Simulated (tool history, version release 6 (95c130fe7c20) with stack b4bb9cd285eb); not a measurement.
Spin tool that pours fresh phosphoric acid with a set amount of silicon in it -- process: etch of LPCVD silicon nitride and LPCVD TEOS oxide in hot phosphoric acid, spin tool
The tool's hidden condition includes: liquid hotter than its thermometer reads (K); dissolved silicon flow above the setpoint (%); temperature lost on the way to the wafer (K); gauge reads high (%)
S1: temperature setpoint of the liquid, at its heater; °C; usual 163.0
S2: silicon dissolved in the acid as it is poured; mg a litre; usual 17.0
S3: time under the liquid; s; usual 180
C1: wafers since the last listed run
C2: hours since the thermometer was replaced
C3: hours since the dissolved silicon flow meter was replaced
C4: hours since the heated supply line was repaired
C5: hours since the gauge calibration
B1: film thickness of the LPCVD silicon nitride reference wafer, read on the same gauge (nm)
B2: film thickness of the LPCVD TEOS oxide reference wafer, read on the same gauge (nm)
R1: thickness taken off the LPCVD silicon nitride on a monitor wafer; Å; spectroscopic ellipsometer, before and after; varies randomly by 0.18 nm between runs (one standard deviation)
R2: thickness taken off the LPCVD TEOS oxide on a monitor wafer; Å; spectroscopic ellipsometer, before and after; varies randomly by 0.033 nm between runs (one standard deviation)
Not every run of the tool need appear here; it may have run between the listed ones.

run	hour	S1	S2	S3	C1	C2	C3	C4	C5	B1	B2	R1	R2
1	0.0	163.0	17.0	230	0	945.9	298.8	2647.5	325.7	129.98	109.994	313.8	7.74
2	21.3	163.0	17.0	230	109	967.2	320.1	2668.8	347.0	129.99	109.999	310.7	6.99
3	56.9	163.0	17.0	180	183	1002.8	355.7	2704.4	382.6	129.99	109.991	242.3	5.13
4	100.9	163.0	17.0	180	226	1046.8	399.7	2748.4	426.6	130.02	110.002	243.9	5.29
# hour 119.5: gauge calibrated
5	132.8	163.0	21.0	205	164	1078.7	431.6	2780.3	13.3	129.99	110.002	278.4	5.71
6	145.4	163.0	21.0	205	64	1091.3	444.2	2792.9	25.9	130.00	110.011	280.4	6.04
7	159.5	163.0	21.0	205	72	1105.4	458.3	2807.0	40.0	130.03	109.986	276.7	5.46
# hour 187.2: thermometer replaced
8	192.7	163.0	17.0	180	166	5.5	491.5	2840.2	73.2	129.99	110.015	246.3	5.50
# hour 205.5: dissolved silicon flow meter replaced
9	227.8	163.0	17.0	230	175	40.6	22.3	2875.3	108.3	129.98	109.980	316.3	6.57
10	262.0	166.0	7.5	265	176	74.8	56.5	2909.5	142.5	130.01	110.015	392.3	11.84
11	297.2	163.0	17.0	210	181	110.0	91.7	2944.7	177.7	130.01	109.997	285.0	6.20
12	333.1	160.0	12.0	135	185	145.9	127.6	2980.6	213.6	129.97	110.016	167.0	3.79
13	355.3	166.0	17.0	235	114	168.1	149.8	3002.8	235.8	130.01	110.001	348.7	9.94
14	383.0	163.0	17.0	180	142	195.8	177.5	3030.5	263.5	130.01	109.993	241.8	5.72
15	395.1	163.0	21.0	180	62	207.9	189.6	3042.6	275.6	129.98	110.015	243.3	4.62
# hour 398.6: heated supply line repaired
16	412.7	163.0	17.0	180	85	225.5	207.2	14.1	293.2	130.00	109.992	243.2	5.90
17	444.6	163.0	27.0	180	164	257.4	239.1	46.0	325.1	129.99	110.004	243.1	3.78
18	462.5	164.0	17.0	270	92	275.3	257.0	63.9	343.0	129.99	110.001	375.8	8.62
19	512.1	163.0	11.5	110	255	324.9	306.6	113.5	392.6	130.01	110.011	150.5	3.86
20	537.2	164.5	5.5	225	129	350.0	331.7	138.6	417.7	130.01	110.010	319.7	10.18
# hour 560.1: gauge calibrated
21	564.3	164.0	17.0	105	139	377.1	358.8	165.7	4.2	129.99	110.011	148.4	3.64

Forecast each of these 5 alternatives for the next run:
A	564.8	163.0	17.0	180	2	377.6	359.3	166.2	4.7	?	?	?	?
B	564.8	161.0	28.5	260	2	377.6	359.3	166.2	4.7	?	?	?	?
C	564.8	160.0	21.5	140	2	377.6	359.3	166.2	4.7	?	?	?	?
D	564.8	161.0	17.0	180	2	377.6	359.3	166.2	4.7	?	?	?	?
E	564.8	163.0	4.5	180	2	377.6	359.3	166.2	4.7	?	?	?	?

run	B1	B2	R1	R2
A	129.99	110.008	244.5	5.66
B	129.99	110.008	330.4	4.93
C	129.99	110.008	172.0	3.11
D	129.99	110.008	228.7	4.89
E	129.99	110.008	244.5	7.53
Without the tool's unlogged condition, the same runs would have read:
run	R1	R2
A	244.5	5.66
B	330.4	4.93
C	172.0	3.11
D	228.7	4.89
E	244.5	7.53

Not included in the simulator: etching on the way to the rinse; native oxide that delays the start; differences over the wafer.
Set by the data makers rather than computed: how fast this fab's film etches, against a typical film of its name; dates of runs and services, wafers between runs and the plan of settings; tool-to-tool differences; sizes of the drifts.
